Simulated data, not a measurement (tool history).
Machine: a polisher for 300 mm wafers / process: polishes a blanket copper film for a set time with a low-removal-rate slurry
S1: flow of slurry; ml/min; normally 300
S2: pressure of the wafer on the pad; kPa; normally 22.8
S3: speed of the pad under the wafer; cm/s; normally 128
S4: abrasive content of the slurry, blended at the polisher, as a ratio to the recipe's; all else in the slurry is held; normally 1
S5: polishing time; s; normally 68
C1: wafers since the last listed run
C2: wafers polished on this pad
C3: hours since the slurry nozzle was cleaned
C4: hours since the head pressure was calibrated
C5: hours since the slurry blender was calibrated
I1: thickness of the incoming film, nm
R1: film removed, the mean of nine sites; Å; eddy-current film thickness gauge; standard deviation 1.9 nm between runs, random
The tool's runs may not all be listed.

run 1 hour=0 | S1=300 S2=26.2 S3=128 S4=1 S5=87 | C1=0 C2=1225 C3=481.1 C4=981.1 C5=61.8 | I1=946.6 | R1=4019
-- hour=8 worn pad replaced by a new one
run 2 hour=13.3 | S1=300 S2=26.2 S3=128 S4=1 S5=87 | C1=119 C2=68 C3=494.4 C4=994.4 C5=75.1 | I1=944.4 | R1=4257
run 3 hour=29.8 | S1=300 S2=22.8 S3=128 S4=1 S5=68 | C1=211 C2=279 C3=510.9 C4=1010.9 C5=91.6 | I1=968.8 | R1=2880
run 4 hour=44.2 | S1=300 S2=18.6 S3=128 S4=1 S5=68 | C1=184 C2=464 C3=525.3 C4=1025.3 C5=106 | I1=957.4 | R1=2340
run 5 hour=59.4 | S1=300 S2=18.6 S3=128 S4=1 S5=68 | C1=194 C2=659 C3=540.5 C4=1040.5 C5=121.2 | I1=961.8 | R1=2313
run 6 hour=68.4 | S1=300 S2=18.6 S3=128 S4=1 S5=68 | C1=115 C2=774 C3=549.5 C4=1049.5 C5=130.2 | I1=961.5 | R1=2317
run 7 hour=83 | S1=300 S2=22.8 S3=152 S4=1 S5=68 | C1=187 C2=961 C3=564.1 C4=1064.1 C5=144.8 | I1=977.5 | R1=3352
run 8 hour=91.9 | S1=300 S2=22.8 S3=152 S4=1 S5=68 | C1=114 C2=1075 C3=573 C4=1073 C5=153.7 | I1=971.5 | R1=3280
-- hour=108.1 worn pad replaced by a new one
run 9 hour=108.6 | S1=300 S2=22.8 S3=128 S4=1 S5=85 | C1=162 C2=5 C3=589.7 C4=1089.7 C5=170.4 | I1=954.6 | R1=3714
run 10 hour=114.1 | S1=300 S2=22.8 S3=128 S4=1 S5=68 | C1=70 C2=76 C3=595.2 C4=1095.2 C5=175.9 | I1=954.6 | R1=2940
run 11 hour=122.6 | S1=300 S2=22.8 S3=128 S4=1 S5=68 | C1=108 C2=185 C3=603.7 C4=1103.7 C5=184.4 | I1=971.7 | R1=2972
run 12 hour=136.6 | S1=300 S2=22.8 S3=128 S4=1 S5=68 | C1=179 C2=364 C3=617.7 C4=1117.7 C5=198.4 | I1=940.9 | R1=2968
-- hour=160.8 head pressure recalibrated
-- hour=185 slurry blender recalibrated
run 13 hour=185.7 | S1=300 S2=22.8 S3=128 S4=1 S5=68 | C1=578 C2=942 C3=666.8 C4=24.9 C5=0.7 | I1=965.5 | R1=2585
-- hour=201.1 worn pad replaced by a new one
run 14 hour=201.6 | S1=355 S2=16.5 S3=128 S4=1 S5=68 | C1=152 C2=6 C3=682.7 C4=40.8 C5=16.6 | I1=953.4 | R1=1990
run 15 hour=206.1 | S1=300 S2=22.8 S3=94 S4=1.15 S5=86 | C1=57 C2=64 C3=687.2 C4=45.3 C5=21.1 | I1=963 | R1=2626
run 16 hour=219 | S1=300 S2=18.6 S3=128 S4=1 S5=68 | C1=165 C2=229 C3=700.1 C4=58.2 C5=34 | I1=972.8 | R1=2177
run 17 hour=233.1 | S1=300 S2=26.2 S3=128 S4=1 S5=87 | C1=180 C2=410 C3=714.2 C4=72.3 C5=48.1 | I1=940.9 | R1=3845
-- hour=236.2 slurry nozzle cleaned
run 18 hour=249 | S1=300 S2=22.8 S3=152 S4=1 S5=68 | C1=190 C2=601 C3=12.8 C4=88.2 C5=64 | I1=962.1 | R1=3109
run 19 hour=260.8 | S1=300 S2=27.6 S3=128 S4=1 S5=68 | C1=151 C2=752 C3=24.6 C4=100 C5=75.8 | I1=953.8 | R1=3190
run 20 hour=272.8 | S1=225 S2=22.8 S3=158 S4=1.2 S5=74 | C1=153 C2=906 C3=36.6 C4=112 C5=87.8 | I1=973.8 | R1=3600
-- hour=290.7 worn pad replaced by a new one
run 21 hour=291.2 | S1=300 S2=24.8 S3=100 S4=0.9 S5=61 | C1=184 C2=6 C3=55 C4=130.4 C5=106.2 | I1=957.4 | R1=1962
run 22 hour=302.8 | S1=365 S2=28.3 S3=128 S4=1 S5=87 | C1=148 C2=155 C3=66.6 C4=142 C5=117.8 | I1=965.6 | R1=4347
run 23 hour=315.6 | S1=300 S2=17.2 S3=128 S4=1 S5=86 | C1=164 C2=319 C3=79.4 C4=154.8 C5=130.6 | I1=959.4 | R1=2544
run 24 hour=333.2 | S1=300 S2=25.5 S3=92 S4=1.2 S5=89 | C1=225 C2=544 C3=97 C4=172.4 C5=148.2 | I1=955.6 | R1=2969
run 25 hour=349.9 | S1=300 S2=24.8 S3=112 S4=1 S5=68 | C1=214 C2=758 C3=113.7 C4=189.1 C5=164.9 | I1=959 | R1=2471
run 26 hour=363.1 | S1=300 S2=26.2 S3=128 S4=1 S5=87 | C1=169 C2=928 C3=126.9 C4=202.3 C5=178.1 | I1=971.2 | R1=3773
run 27 hour=374.1 | S1=230 S2=22.8 S3=144 S4=1.25 S5=81 | C1=141 C2=1069 C3=137.9 C4=213.3 C5=189.1 | I1=943.9 | R1=3613

Alternative continuations, all from the tool just after run 27; predict every row:
run A hour=374.5 | S1=300 S2=22.8 S3=128 S4=1.25 S5=68 | C1=5 C2=1074 C3=138.3 C4=213.7 C5=189.5 | I1=951.3 | R1=?
run B hour=374.5 | S1=300 S2=22.8 S3=128 S4=1 S5=80 | C1=5 C2=1074 C3=138.3 C4=213.7 C5=189.5 | I1=951.3 | R1=?
run C hour=374.5 | S1=300 S2=29.6 S3=148 S4=1 S5=68 | C1=5 C2=1074 C3=138.3 C4=213.7 C5=189.5 | I1=951.3 | R1=?
run D hour=374.5 | S1=300 S2=29 S3=128 S4=0.8 S5=68 | C1=5 C2=1074 C3=138.3 C4=213.7 C5=189.5 | I1=951.3 | R1=?
run E hour=374.5 | S1=260 S2=26.2 S3=128 S4=0.9 S5=87 | C1=5 C2=1074 C3=138.3 C4=213.7 C5=189.5 | I1=951.3 | R1=?

run=A R1=2785
run=B R1=3032
run=C R1=3883
run=D R1=3007
run=E R1=3601
With no hidden state in the tool, these same runs would have given:
run=A R1=2967
run=B R1=3230
run=C R1=4136
run=D R1=3204
run=E R1=3836
